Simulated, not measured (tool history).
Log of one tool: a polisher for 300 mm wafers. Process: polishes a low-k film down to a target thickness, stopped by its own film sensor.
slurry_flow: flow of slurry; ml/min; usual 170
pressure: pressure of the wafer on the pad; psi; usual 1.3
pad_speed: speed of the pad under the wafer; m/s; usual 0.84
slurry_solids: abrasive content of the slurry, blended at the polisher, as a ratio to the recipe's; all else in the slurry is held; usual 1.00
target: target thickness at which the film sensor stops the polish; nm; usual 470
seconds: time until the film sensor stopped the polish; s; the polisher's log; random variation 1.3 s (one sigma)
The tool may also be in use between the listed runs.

| run | hour | slurry_flow | pressure | pad_speed | slurry_solids | target | wafers since the last listed run | wafers polished on this pad | hours since the slurry nozzle was cleaned | hours since the head pressure was calibrated | hours since the slurry blender was calibrated | hours since the conditioning disc was replaced | incoming thickness of the incoming film, nm | seconds |
|---|---|---|---|---|---|---|---|---|---|---|---|---|---|---|
| 1 | 0.0 | 170 | 1.3 | 0.84 | 1.05 | 476 | 0 | 2102 | 477.6 | 166.5 | 203.0 | 126.6 | 492.8 | 65.5 |
|  | 16.6 | worn pad replaced by a new one |
|  | 28.7 | slurry blender recalibrated |
| 2 | 81.2 | 170 | 1.3 | 0.84 | 1.05 | 476 | 760 | 633 | 558.8 | 247.7 | 52.5 | 207.8 | 501.5 | 102.4 |
|  | 106.4 | slurry nozzle cleaned |
|  | 136.8 | conditioning disc replaced and pad reconditioned |
| 3 | 147.1 | 170 | 1.3 | 0.84 | 1.10 | 470 | 636 | 1269 | 40.7 | 313.6 | 118.4 | 10.3 | 488.9 | 67.8 |
| 4 | 228.9 | 170 | 1.3 | 0.84 | 1.00 | 470 | 827 | 2096 | 122.5 | 395.4 | 200.2 | 92.1 | 490.9 | 80.8 |
|  | 281.9 | worn pad replaced by a new one |
|  | 300.9 | slurry blender recalibrated |
| 5 | 325.1 | 170 | 1.3 | 0.84 | 1.00 | 470 | 912 | 416 | 218.7 | 491.6 | 24.2 | 188.3 | 497.8 | 108.5 |
| 6 | 392.3 | 170 | 1.3 | 0.84 | 1.00 | 470 | 679 | 1095 | 285.9 | 558.8 | 91.4 | 255.5 | 498.6 | 110.8 |
|  | 422.9 | conditioning disc replaced and pad reconditioned |
| 7 | 439.6 | 170 | 1.3 | 0.84 | 1.00 | 470 | 458 | 1553 | 333.2 | 606.1 | 138.7 | 16.7 | 499.4 | 115.6 |
| 8 | 504.4 | 170 | 1.3 | 0.84 | 1.00 | 470 | 655 | 2209 | 398.0 | 670.9 | 203.5 | 81.5 | 496.8 | 103.4 |
|  | 507.2 | head pressure recalibrated |
|  | 552.1 | slurry blender recalibrated |
| 9 | 566.4 | 170 | 1.3 | 0.84 | 1.00 | 470 | 586 | 2795 | 460.0 | 59.2 | 14.3 | 143.5 | 508.6 | 154.7 |
|  | 579.9 | worn pad replaced by a new one, of another model than before |
| 10 | 666.1 | 225 | 1.3 | 0.70 | 0.90 | 470 | 967 | 871 | 559.7 | 158.9 | 114.0 | 243.2 | 502.0 | 150.5 |
|  | 678.5 | slurry nozzle cleaned |
|  | 712.7 | conditioning disc replaced and pad reconditioned |
| 11 | 724.0 | 170 | 1.3 | 0.84 | 1.00 | 470 | 555 | 1426 | 45.5 | 216.8 | 171.9 | 11.3 | 499.0 | 111.7 |
| 12 | 771.8 | 170 | 1.1 | 0.84 | 1.00 | 470 | 483 | 1909 | 93.3 | 264.6 | 219.7 | 59.1 | 500.8 | 130.6 |
|  | 829.7 | slurry blender recalibrated |
| 13 | 842.5 | 125 | 1.3 | 0.74 | 0.80 | 470 | 694 | 2604 | 164.0 | 335.3 | 12.8 | 129.8 | 497.4 | 149.9 |
|  | 875.5 | worn pad replaced by a new one |
| 14 | 916.2 | 170 | 1.0 | 0.74 | 1.00 | 470 | 704 | 411 | 237.7 | 409.0 | 86.5 | 203.5 | 505.4 | 173.1 |
|  | 1010.8 | conditioning disc replaced and pad reconditioned |
| 15 | 1014.6 | 170 | 1.7 | 0.84 | 1.00 | 461 | 974 | 1386 | 336.1 | 507.4 | 184.9 | 3.8 | 497.9 | 126.7 |
|  | 1073.5 | slurry blender recalibrated |
|  | 1116.2 | head pressure recalibrated |
|  | 1142.7 | worn pad replaced by a new one |
| 16 | 1221.2 | 170 | 1.0 | 0.84 | 1.00 | 470 | 2008 | 794 | 542.7 | 105.0 | 147.7 | 210.4 | 492.5 | 114.8 |
|  | 1295.8 | conditioning disc replaced and pad reconditioned |
| 17 | 1301.5 | 170 | 1.3 | 0.84 | 1.00 | 470 | 791 | 1586 | 623.0 | 185.3 | 228.0 | 5.7 | 502.5 | 164.5 |

How the hidden state differs across the entries between the runs, from the last listed run before each to the first after it:
Between runs 1 and 2: worn pad replaced by a new one (hour 16.6); slurry blender recalibrated (hour 28.7)
  slurry flow missing at the pad, %: 22.9 -> 30.5
  measured less the result without the state, seconds: +3.3 -> +7.5 s
Between runs 2 and 3: slurry nozzle cleaned (hour 106.4); conditioning disc replaced and pad reconditioned (hour 136.8)
  slurry flow missing at the pad, %: 30.5 -> 0.265
  measured less the result without the state, seconds: +7.5 -> +0.0 s
Between runs 4 and 5: worn pad replaced by a new one (hour 281.9); slurry blender recalibrated (hour 300.9)
  slurry flow missing at the pad, %: 1.47 -> 4.43
  measured less the result without the state, seconds: +0.2 -> +0.9 s
Between runs 6 and 7: conditioning disc replaced and pad reconditioned (hour 422.9)
  slurry flow missing at the pad, %: 7.49 -> 10.1
  measured less the result without the state, seconds: +1.5 -> +2.2 s
Between runs 8 and 9: head pressure recalibrated (hour 507.2); slurry blender recalibrated (hour 552.1)
  slurry flow missing at the pad, %: 14.4 -> 19.2
  measured less the result without the state, seconds: +2.9 -> +6.2 s
Between runs 9 and 10: worn pad replaced by a new one, of another model than before (hour 579.9)
  slurry flow missing at the pad, %: 19.2 -> 28.4
  measured less the result without the state, seconds: +6.2 -> +12.4 s
Between runs 10 and 11: slurry nozzle cleaned (hour 678.5); conditioning disc replaced and pad reconditioned (hour 712.7)
  slurry flow missing at the pad, %: 28.4 -> 6.07
  measured less the result without the state, seconds: +12.4 -> +1.9 s
Between runs 12 and 13: slurry blender recalibrated (hour 829.7)
  slurry flow missing at the pad, %: 6.67 -> 8.31
  measured less the result without the state, seconds: +2.4 -> +5.8 s
Between runs 13 and 14: worn pad replaced by a new one (hour 875.5)
  slurry flow missing at the pad, %: 8.31 -> 11
  measured less the result without the state, seconds: +5.8 -> +5.7 s
Between runs 14 and 15: conditioning disc replaced and pad reconditioned (hour 1010.8)
  slurry flow missing at the pad, %: 11 -> 16.1
  measured less the result without the state, seconds: +5.7 -> +6.6 s
Between runs 15 and 16: slurry blender recalibrated (hour 1073.5); head pressure recalibrated (hour 1116.2); worn pad replaced by a new one (hour 1142.7)
  slurry flow missing at the pad, %: 16.1 -> 32.5
  measured less the result without the state, seconds: +6.6 -> +17.3 s
Between runs 16 and 17: conditioning disc replaced and pad reconditioned (hour 1295.8)
  slurry flow missing at the pad, %: 32.5 -> 40.9
  measured less the result without the state, seconds: +17.3 -> +40.2 s
